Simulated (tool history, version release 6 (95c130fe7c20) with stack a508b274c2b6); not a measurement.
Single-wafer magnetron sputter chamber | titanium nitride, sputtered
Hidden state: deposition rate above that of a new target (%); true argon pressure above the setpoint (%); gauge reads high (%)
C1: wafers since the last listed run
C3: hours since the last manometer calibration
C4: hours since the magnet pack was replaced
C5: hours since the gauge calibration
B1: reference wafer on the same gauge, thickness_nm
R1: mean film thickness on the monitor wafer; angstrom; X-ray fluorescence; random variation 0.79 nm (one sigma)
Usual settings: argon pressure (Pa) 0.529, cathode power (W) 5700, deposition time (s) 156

run 1 hour=0.0 | argon_pressure_(Pa)=0.636 cathode_power_(W)=5700 deposition_time_(s)=156 | C1=0 wafers_on_the_sputter_target=6052 C3=1512.2 C4=7687.7 C5=292.9 | B1=163.009 | R1=1485.97
run 2 hour=34.0 | argon_pressure_(Pa)=0.636 cathode_power_(W)=5700 deposition_time_(s)=156 | C1=405 wafers_on_the_sputter_target=6457 C3=1546.2 C4=7721.7 C5=326.9 | B1=163.010 | R1=1472.37
run 3 hour=62.7 | argon_pressure_(Pa)=0.636 cathode_power_(W)=5700 deposition_time_(s)=156 | C1=341 wafers_on_the_sputter_target=6799 C3=1574.9 C4=7750.4 C5=355.6 | B1=163.030 | R1=1469.64
run 4 hour=92.3 | argon_pressure_(Pa)=0.529 cathode_power_(W)=5700 deposition_time_(s)=166 | C1=352 wafers_on_the_sputter_target=7152 C3=1604.5 C4=7780.0 C5=385.2 | B1=162.659 | R1=1630.78
run 5 hour=109.3 | argon_pressure_(Pa)=0.529 cathode_power_(W)=5700 deposition_time_(s)=156 | C1=202 wafers_on_the_sputter_target=7354 C3=1621.5 C4=7797.0 C5=402.2 | B1=163.041 | R1=1528.28
run 6 hour=127.8 | argon_pressure_(Pa)=0.529 cathode_power_(W)=5700 deposition_time_(s)=156 | C1=220 wafers_on_the_sputter_target=7575 C3=1640.0 C4=7815.5 C5=420.7 | B1=162.852 | R1=1516.42
run 7 hour=140.7 | argon_pressure_(Pa)=0.637 cathode_power_(W)=5700 deposition_time_(s)=156 | C1=153 wafers_on_the_sputter_target=7728 C3=1652.9 C4=7828.4 C5=433.6 | B1=162.783 | R1=1445.72
run 8 hour=154.8 | argon_pressure_(Pa)=0.438 cathode_power_(W)=5700 deposition_time_(s)=172 | C1=167 wafers_on_the_sputter_target=7896 C3=1667.0 C4=7842.5 C5=447.7 | B1=163.020 | R1=1749.93
run 9 hour=185.6 | argon_pressure_(Pa)=0.438 cathode_power_(W)=5700 deposition_time_(s)=172 | C1=366 wafers_on_the_sputter_target=8263 C3=1697.8 C4=7873.3 C5=478.5 | B1=163.009 | R1=1734.68
run 10 hour=209.1 | argon_pressure_(Pa)=0.696 cathode_power_(W)=6150 deposition_time_(s)=156 | C1=279 wafers_on_the_sputter_target=8543 C3=1721.3 C4=7896.8 C5=502.0 | B1=162.979 | R1=1488.96
run 11 hour=226.0 | argon_pressure_(Pa)=0.696 cathode_power_(W)=6150 deposition_time_(s)=156 | C1=201 wafers_on_the_sputter_target=8745 C3=1738.2 C4=7913.7 C5=518.9 | B1=163.410 | R1=1505.79
run 12 hour=242.2 | argon_pressure_(Pa)=0.529 cathode_power_(W)=5700 deposition_time_(s)=156 | C1=193 wafers_on_the_sputter_target=8938 C3=1754.4 C4=7929.9 C5=535.1 | B1=162.854 | R1=1494.70
run 13 hour=270.0 | argon_pressure_(Pa)=0.449 cathode_power_(W)=7050 deposition_time_(s)=135 | C1=331 wafers_on_the_sputter_target=9269 C3=1782.2 C4=7957.7 C5=562.9 | B1=163.347 | R1=1647.99
-- hour=283.2 sputter target and shields replaced
run 14 hour=285.8 | argon_pressure_(Pa)=0.390 cathode_power_(W)=4550 deposition_time_(s)=177 | C1=92 wafers_on_the_sputter_target=30 C3=1798.0 C4=7973.5 C5=578.7 | B1=162.605 | R1=1323.75
-- hour=298.5 gauge calibrated
-- hour=330.7 magnet pack replaced
-- hour=336.0 capacitance manometer re-zeroed and calibrated
run 15 hour=343.2 | argon_pressure_(Pa)=0.458 cathode_power_(W)=5700 deposition_time_(s)=165 | C1=525 wafers_on_the_sputter_target=556 C3=7.2 C4=12.5 C5=44.7 | B1=162.750 | R1=1503.80
-- hour=357.5 sputter target and shields replaced, repeated, since the last time left the tool worse
run 16 hour=408.2 | argon_pressure_(Pa)=0.636 cathode_power_(W)=5700 deposition_time_(s)=156 | C1=679 wafers_on_the_sputter_target=604 C3=72.2 C4=77.5 C5=109.7 | B1=162.961 | R1=1530.49
run 17 hour=435.8 | argon_pressure_(Pa)=0.529 cathode_power_(W)=5700 deposition_time_(s)=156 | C1=328 wafers_on_the_sputter_target=933 C3=99.8 C4=105.1 C5=137.3 | B1=163.135 | R1=1618.83
run 18 hour=450.6 | argon_pressure_(Pa)=0.384 cathode_power_(W)=5700 deposition_time_(s)=126 | C1=176 wafers_on_the_sputter_target=1109 C3=114.6 C4=119.9 C5=152.1 | B1=163.208 | R1=1397.04
run 19 hour=468.9 | argon_pressure_(Pa)=0.626 cathode_power_(W)=5700 deposition_time_(s)=156 | C1=218 wafers_on_the_sputter_target=1327 C3=132.9 C4=138.2 C5=170.4 | B1=163.062 | R1=1534.89
run 20 hour=492.8 | argon_pressure_(Pa)=0.529 cathode_power_(W)=5700 deposition_time_(s)=156 | C1=284 wafers_on_the_sputter_target=1612 C3=156.8 C4=162.1 C5=194.3 | B1=162.992 | R1=1621.30
run 21 hour=506.7 | argon_pressure_(Pa)=0.613 cathode_power_(W)=5150 deposition_time_(s)=133 | C1=165 wafers_on_the_sputter_target=1777 C3=170.7 C4=176.0 C5=208.2 | B1=163.146 | R1=1186.26
run 22 hour=557.1 | argon_pressure_(Pa)=0.600 cathode_power_(W)=5700 deposition_time_(s)=131 | C1=600 wafers_on_the_sputter_target=2378 C3=221.1 C4=226.4 C5=258.6 | B1=163.097 | R1=1296.07

4 ways to go on from here, each from the tool as it stands after run 22. What would each give?
run A hour=557.5 | argon_pressure_(Pa)=0.529 cathode_power_(W)=4950 deposition_time_(s)=156 | C1=4 wafers_on_the_sputter_target=2383 C3=221.5 C4=226.8 C5=259.0 | B1=? | R1=?
run B hour=557.5 | argon_pressure_(Pa)=0.529 cathode_power_(W)=4950 deposition_time_(s)=139 | C1=4 wafers_on_the_sputter_target=2383 C3=221.5 C4=226.8 C5=259.0 | B1=? | R1=?
run C hour=557.5 | argon_pressure_(Pa)=0.529 cathode_power_(W)=6700 deposition_time_(s)=164 | C1=4 wafers_on_the_sputter_target=2383 C3=221.5 C4=226.8 C5=259.0 | B1=? | R1=?
run D hour=557.5 | argon_pressure_(Pa)=0.622 cathode_power_(W)=6450 deposition_time_(s)=156 | C1=4 wafers_on_the_sputter_target=2383 C3=221.5 C4=226.8 C5=259.0 | B1=? | R1=?

run=A B1=163.007 R1=1384.18
run=B B1=163.007 R1=1233.34
run=C B1=163.007 R1=1969.61
run=D B1=163.007 R1=1725.90
Without the tool's hidden state the same runs would have given:
run=A R1=1403.06
run=B R1=1250.17
run=C R1=1996.49
run=D R1=1749.45
